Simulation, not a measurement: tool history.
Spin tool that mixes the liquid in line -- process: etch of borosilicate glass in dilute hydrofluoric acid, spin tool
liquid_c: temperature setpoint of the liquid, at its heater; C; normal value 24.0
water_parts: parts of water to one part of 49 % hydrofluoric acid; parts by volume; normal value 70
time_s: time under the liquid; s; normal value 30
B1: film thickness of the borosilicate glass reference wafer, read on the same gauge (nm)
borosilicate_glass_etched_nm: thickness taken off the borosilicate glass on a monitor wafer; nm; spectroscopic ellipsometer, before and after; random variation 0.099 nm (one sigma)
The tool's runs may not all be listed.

run 1 hour=0.0 | liquid_c=24.0 water_parts=70 time_s=30 | B1=89.98 | borosilicate_glass_etched_nm=12.00
run 2 hour=49.2 | liquid_c=24.0 water_parts=70 time_s=30 | B1=90.00 | borosilicate_glass_etched_nm=11.70
run 3 hour=119.6 | liquid_c=24.0 water_parts=70 time_s=30 | B1=89.95 | borosilicate_glass_etched_nm=11.79
run 4 hour=156.9 | liquid_c=24.0 water_parts=70 time_s=30 | B1=90.02 | borosilicate_glass_etched_nm=11.52
run 5 hour=211.9 | liquid_c=24.0 water_parts=70 time_s=30 | B1=89.96 | borosilicate_glass_etched_nm=11.73
run 6 hour=272.8 | liquid_c=23.0 water_parts=70 time_s=30 | B1=89.99 | borosilicate_glass_etched_nm=11.16
run 7 hour=310.9 | liquid_c=24.0 water_parts=70 time_s=40 | B1=90.01 | borosilicate_glass_etched_nm=15.16
-- hour=336.2 hydrofluoric acid flow meter replaced
run 8 hour=336.7 | liquid_c=24.0 water_parts=70 time_s=30 | B1=90.02 | borosilicate_glass_etched_nm=12.68
run 9 hour=372.9 | liquid_c=24.0 water_parts=55 time_s=30 | B1=89.99 | borosilicate_glass_etched_nm=16.54
-- hour=384.5 thermometer replaced
-- hour=394.8 gauge calibrated
run 10 hour=428.5 | liquid_c=19.5 water_parts=70 time_s=20 | B1=90.04 | borosilicate_glass_etched_nm=7.04
run 11 hour=461.9 | liquid_c=24.0 water_parts=70 time_s=30 | B1=89.96 | borosilicate_glass_etched_nm=12.79
run 12 hour=530.8 | liquid_c=25.5 water_parts=70 time_s=40 | B1=90.01 | borosilicate_glass_etched_nm=17.80
run 13 hour=614.6 | liquid_c=24.0 water_parts=70 time_s=30 | B1=89.99 | borosilicate_glass_etched_nm=12.71
run 14 hour=810.5 | liquid_c=28.5 water_parts=100 time_s=45 | B1=89.95 | borosilicate_glass_etched_nm=14.99
run 15 hour=879.6 | liquid_c=21.0 water_parts=70 time_s=30 | B1=90.01 | borosilicate_glass_etched_nm=11.02
run 16 hour=911.3 | liquid_c=24.0 water_parts=80 time_s=30 | B1=89.99 | borosilicate_glass_etched_nm=10.61
run 17 hour=963.8 | liquid_c=19.5 water_parts=70 time_s=25 | B1=90.02 | borosilicate_glass_etched_nm=8.52

5 options for the next run, each taken on its own from the tool as it stands now. Forecast them:
run A hour=964.2 | liquid_c=24.0 water_parts=70 time_s=30 | B1=? | borosilicate_glass_etched_nm=?
run B hour=964.2 | liquid_c=24.0 water_parts=35 time_s=30 | B1=? | borosilicate_glass_etched_nm=?
run C hour=964.2 | liquid_c=24.0 water_parts=45 time_s=30 | B1=? | borosilicate_glass_etched_nm=?
run D hour=964.2 | liquid_c=24.0 water_parts=35 time_s=40 | B1=? | borosilicate_glass_etched_nm=?
run E hour=964.2 | liquid_c=19.5 water_parts=40 time_s=40 | B1=? | borosilicate_glass_etched_nm=?

run=A B1=90.03 borosilicate_glass_etched_nm=12.33
run=B B1=90.03 borosilicate_glass_etched_nm=25.86
run=C B1=90.03 borosilicate_glass_etched_nm=19.84
run=D B1=90.03 borosilicate_glass_etched_nm=34.48
run=E B1=90.03 borosilicate_glass_etched_nm=24.79
The same runs, with their run-to-run variation unchanged, on a tool lacking any hidden condition would have given:
run=A borosilicate_glass_etched_nm=12.94
run=B borosilicate_glass_etched_nm=27.11
run=C borosilicate_glass_etched_nm=20.81
run=D borosilicate_glass_etched_nm=36.15
run=E borosilicate_glass_etched_nm=25.98
